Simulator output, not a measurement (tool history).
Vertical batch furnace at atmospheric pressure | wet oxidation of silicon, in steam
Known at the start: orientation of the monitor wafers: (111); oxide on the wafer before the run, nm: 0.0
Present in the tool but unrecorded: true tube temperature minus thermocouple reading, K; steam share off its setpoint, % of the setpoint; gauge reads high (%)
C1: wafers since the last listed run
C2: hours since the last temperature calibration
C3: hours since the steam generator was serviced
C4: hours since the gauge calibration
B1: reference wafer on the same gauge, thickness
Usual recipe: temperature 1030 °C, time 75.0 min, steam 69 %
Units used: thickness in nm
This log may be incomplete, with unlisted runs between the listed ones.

run 1 hour=0.0 | temperature=1013 time=75.0 steam=69 | C1=0 C2=2244.0 C3=1263.7 C4=128.1 | B1=443.60 | thickness=432.25
run 2 hour=13.6 | temperature=1013 time=75.0 steam=69 | C1=107 C2=2257.6 C3=1277.3 C4=141.7 | B1=442.45 | thickness=431.49
run 3 hour=33.3 | temperature=1030 time=75.0 steam=69 | C1=156 C2=2277.3 C3=1297.0 C4=161.4 | B1=443.11 | thickness=470.41
run 4 hour=48.2 | temperature=1030 time=75.0 steam=69 | C1=118 C2=2292.2 C3=1311.9 C4=176.3 | B1=443.31 | thickness=470.07
-- hour=51.1 gauge calibrated
run 5 hour=57.3 | temperature=1030 time=75.0 steam=69 | C1=72 C2=2301.3 C3=1321.0 C4=6.2 | B1=442.59 | thickness=471.00
run 6 hour=68.0 | temperature=1030 time=75.0 steam=69 | C1=84 C2=2312.0 C3=1331.7 C4=16.9 | B1=442.38 | thickness=471.48
-- hour=96.8 thermocouples replaced and temperature profile calibrated
run 7 hour=97.3 | temperature=1030 time=75.0 steam=69 | C1=42 C2=0.5 C3=1361.0 C4=46.2 | B1=443.08 | thickness=470.59
run 8 hour=102.0 | temperature=1030 time=75.0 steam=69 | C1=37 C2=5.2 C3=1365.7 C4=50.9 | B1=443.31 | thickness=470.66
run 9 hour=112.2 | temperature=1030 time=75.0 steam=69 | C1=80 C2=15.4 C3=1375.9 C4=61.1 | B1=443.34 | thickness=470.89
run 10 hour=126.0 | temperature=1030 time=75.0 steam=69 | C1=109 C2=29.2 C3=1389.7 C4=74.9 | B1=443.18 | thickness=471.72
run 11 hour=132.8 | temperature=1030 time=67.5 steam=69 | C1=53 C2=36.0 C3=1396.5 C4=81.7 | B1=442.71 | thickness=443.23
run 12 hour=149.1 | temperature=1012 time=75.0 steam=69 | C1=129 C2=52.3 C3=1412.8 C4=98.0 | B1=442.78 | thickness=429.94
run 13 hour=156.8 | temperature=1030 time=75.0 steam=69 | C1=61 C2=60.0 C3=1420.5 C4=105.7 | B1=443.04 | thickness=472.33
run 14 hour=164.6 | temperature=1012 time=75.0 steam=69 | C1=61 C2=67.8 C3=1428.3 C4=113.5 | B1=442.57 | thickness=429.59
-- hour=200.9 steam generator serviced
run 15 hour=201.4 | temperature=1030 time=75.0 steam=69 | C1=101 C2=104.6 C3=0.5 C4=150.3 | B1=443.13 | thickness=495.93
run 16 hour=206.1 | temperature=1041 time=75.0 steam=69 | C1=37 C2=109.3 C3=5.2 C4=155.0 | B1=443.42 | thickness=522.52
run 17 hour=210.9 | temperature=1030 time=67.5 steam=69 | C1=38 C2=114.1 C3=10.0 C4=159.8 | B1=443.22 | thickness=467.01
-- hour=213.4 gauge calibrated
run 18 hour=215.6 | temperature=1030 time=75.0 steam=69 | C1=37 C2=118.8 C3=14.7 C4=2.2 | B1=442.97 | thickness=497.92
run 19 hour=244.7 | temperature=1051 time=94.0 steam=74 | C1=230 C2=147.9 C3=43.8 C4=31.3 | B1=443.02 | thickness=640.86
run 20 hour=263.0 | temperature=1045 time=75.0 steam=73 | C1=145 C2=166.2 C3=62.1 C4=49.6 | B1=443.02 | thickness=546.31
run 21 hour=271.1 | temperature=1030 time=94.0 steam=74 | C1=64 C2=174.3 C3=70.2 C4=57.7 | B1=442.87 | thickness=585.67
run 22 hour=279.7 | temperature=1054 time=104.0 steam=79 | C1=68 C2=182.9 C3=78.8 C4=66.3 | B1=442.80 | thickness=707.90
run 23 hour=287.4 | temperature=1023 time=75.0 steam=61 | C1=61 C2=190.6 C3=86.5 C4=74.0 | B1=442.76 | thickness=441.70

What if the next run were any one of these 5? Each begins from the tool's condition after run 23:
run A hour=292.2 | temperature=1030 time=75.0 steam=69 | C1=38 C2=195.4 C3=91.3 C4=78.8 | B1=? | thickness=?
run B hour=292.2 | temperature=1013 time=62.5 steam=69 | C1=38 C2=195.4 C3=91.3 C4=78.8 | B1=? | thickness=?
run C hour=292.2 | temperature=1023 time=75.0 steam=58 | C1=38 C2=195.4 C3=91.3 C4=78.8 | B1=? | thickness=?
run D hour=292.2 | temperature=1030 time=62.5 steam=63 | C1=38 C2=195.4 C3=91.3 C4=78.8 | B1=? | thickness=?
run E hour=292.2 | temperature=1055 time=107.0 steam=74 | C1=38 C2=195.4 C3=91.3 C4=78.8 | B1=? | thickness=?

run=A B1=442.93 thickness=493.29
run=B B1=442.93 thickness=405.43
run=C B1=442.93 thickness=429.85
run=D B1=442.93 thickness=419.62
run=E B1=442.93 thickness=698.43
Had the tool no hidden state, the same runs would have come out as:
run=A thickness=499.13
run=B thickness=410.46
run=C thickness=435.07
run=D thickness=424.69
run=E thickness=706.21

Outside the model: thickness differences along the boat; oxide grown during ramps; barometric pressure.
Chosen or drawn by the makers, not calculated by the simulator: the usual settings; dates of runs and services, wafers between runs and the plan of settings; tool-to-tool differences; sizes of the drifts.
